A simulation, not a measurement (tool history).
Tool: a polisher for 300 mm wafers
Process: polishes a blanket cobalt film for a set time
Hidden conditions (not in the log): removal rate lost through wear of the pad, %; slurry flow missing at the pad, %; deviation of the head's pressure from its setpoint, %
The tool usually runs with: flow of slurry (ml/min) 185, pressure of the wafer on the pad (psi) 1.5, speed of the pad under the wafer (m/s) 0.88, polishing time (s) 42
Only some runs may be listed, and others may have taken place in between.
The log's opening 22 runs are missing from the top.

run,hour,flow of slurry (ml/min),pressure of the wafer on the pad (psi),speed of the pad under the wafer (m/s),polishing time (s),wafers since the last listed run,wafers polished on this pad,hours since the slurry nozzle was cleaned,hours since the head pressure was calibrated,"incoming thickness of the incoming film, nm",film removed (nm)
23,1064.5,205,1.9,0.88,33,360,2822,321.5,416.4,910.3,108.4
# hour 1116.4: worn pad replaced by a new one
24,1127.1,245,1.5,0.88,42,589,107,384.1,479,940.9,117.3
# hour 1134.1: slurry nozzle cleaned
25,1195.9,185,1.5,0.88,42,681,789,61.8,547.8,914.4,113.5
26,1261.4,185,1.5,0.88,42,658,1448,127.3,613.3,906.4,115.6
27,1294.2,235,1.6,0.6,38,329,1778,160.1,646.1,914.1,76.4
28,1358.3,140,1.3,1,42,644,2423,224.2,710.2,908.1,108.8
# hour 1396.3: head pressure recalibrated
29,1427.5,185,1.5,0.88,54,675,3099,293.4,31.2,916.1,145.4
# hour 1484.8: worn pad replaced by a new one
30,1485.3,230,1.5,0.88,47,541,4,351.2,89,904.6,130.1
31,1520,185,1,1.14,53,349,353,385.9,123.7,936,134.4
32,1560.6,125,1.9,0.96,28,408,762,426.5,164.3,907.3,88.7
# hour 1591.2: slurry nozzle cleaned
33,1611.3,185,1.5,0.88,42,499,1262,20.1,215,898.5,115.2
34,1665,185,1.7,1.08,56,540,1802,73.8,268.7,940.3,209.9
35,1720.3,160,1.5,1.18,42,556,2358,129.1,324,910.3,149.2
36,1785.2,185,1.2,0.76,29,652,3011,194,388.9,921.6,57.4
37,1810.4,185,1.5,0.98,42,253,3264,219.2,414.1,921.8,125.8

Consider 3 possible next runs. They are alternatives, not a sequence: every one starts from the tool as it was left by run 37. What does each give?
A,1810.8,185,1.5,0.88,46,4,3268,219.6,414.5,924.9,?
B,1810.8,185,1.5,0.64,42,4,3268,219.6,414.5,924.9,?
C,1810.8,165,1.7,0.88,52,4,3268,219.6,414.5,924.9,?

run,film removed (nm)
A,122.3
B,81.2
C,149.7
Had the tool no hidden state, the same runs would have come out as:
run,film removed (nm)
A,124.6
B,82.8
C,153
